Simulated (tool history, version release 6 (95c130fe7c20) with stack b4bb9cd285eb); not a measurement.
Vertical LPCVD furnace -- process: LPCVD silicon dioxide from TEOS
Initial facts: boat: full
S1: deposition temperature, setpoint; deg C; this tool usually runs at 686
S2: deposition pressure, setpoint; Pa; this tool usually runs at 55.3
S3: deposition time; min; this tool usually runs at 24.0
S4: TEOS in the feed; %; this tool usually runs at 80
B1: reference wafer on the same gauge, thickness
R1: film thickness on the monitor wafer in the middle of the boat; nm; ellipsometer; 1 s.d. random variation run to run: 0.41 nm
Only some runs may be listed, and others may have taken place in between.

run,day,S1,S2,S3,S4,B1,R1
1,0.000,679,55.3,24.0,80,174.15,134.04
2,3.229,686,55.3,24.0,80,174.00,158.74
3,7.421,686,52.0,24.0,69,174.13,143.10
4,17.575,686,55.3,24.0,80,173.93,159.12
5,19.133,686,55.3,24.0,80,173.80,159.32
6,21.408,691,55.3,24.0,80,174.10,179.39
7,25.333,686,55.3,24.0,80,174.12,159.38
8,29.221,686,55.3,24.0,80,173.79,160.32
9,31.400,686,55.3,24.0,80,174.12,160.72
10,34.075,686,55.3,17.5,80,173.93,116.82
11,35.983,686,62.7,24.0,89,174.17,179.87
12,39.583,686,62.7,24.0,89,174.06,180.04
13,43.842,686,62.7,24.0,89,173.93,180.22
# day 45.675: thermocouples replaced and temperature profile calibrated
14,46.417,686,55.3,24.0,80,173.85,166.32
15,50.633,686,55.3,24.0,80,173.87,166.77
# day 52.283: gauge calibrated
16,54.029,694,55.3,31.0,71,173.94,244.23
17,55.800,679,55.3,24.0,71,173.79,133.07
18,57.658,694,68.0,24.0,85,173.92,232.12
19,59.892,686,55.3,30.0,85,174.03,215.32
# day 64.883: thermocouples replaced and temperature profile calibrated, repeated, since the last time left the tool worse
20,64.904,686,46.0,28.0,86,174.28,170.58
21,66.792,686,55.3,24.0,80,173.92,154.16
22,70.000,686,55.3,18.0,80,174.09,116.76
# day 71.433: pressure gauge zeroed
23,74.133,686,55.3,24.0,87,173.84,161.53
# day 75.200: TEOS flow controller replaced
24,77.196,686,48.0,24.0,71,174.01,136.14
25,81.546,686,55.3,24.0,80,173.96,154.79
26,84.400,686,55.3,18.0,80,174.08,117.09
27,87.988,686,55.3,17.5,92,173.82,121.92
28,90.475,683,46.7,24.0,73,173.91,127.11
29,93.412,686,55.3,24.0,70,174.05,146.47
30,96.138,686,47.3,24.0,80,173.76,144.13

Forecast each of these 4 alternatives for the next run:
A,96.346,686,55.3,33.0,80,?,?
B,96.346,686,55.3,24.0,67,?,?
C,96.346,686,65.3,24.0,80,?,?
D,96.346,686,55.3,32.0,80,?,?

run,B1,R1
A,174.01,214.98
B,174.01,143.08
C,174.01,169.89
D,174.01,208.46
With no hidden state in the tool, these same runs would have given:
run,R1
A,212.59
B,141.49
C,168.00
D,206.15
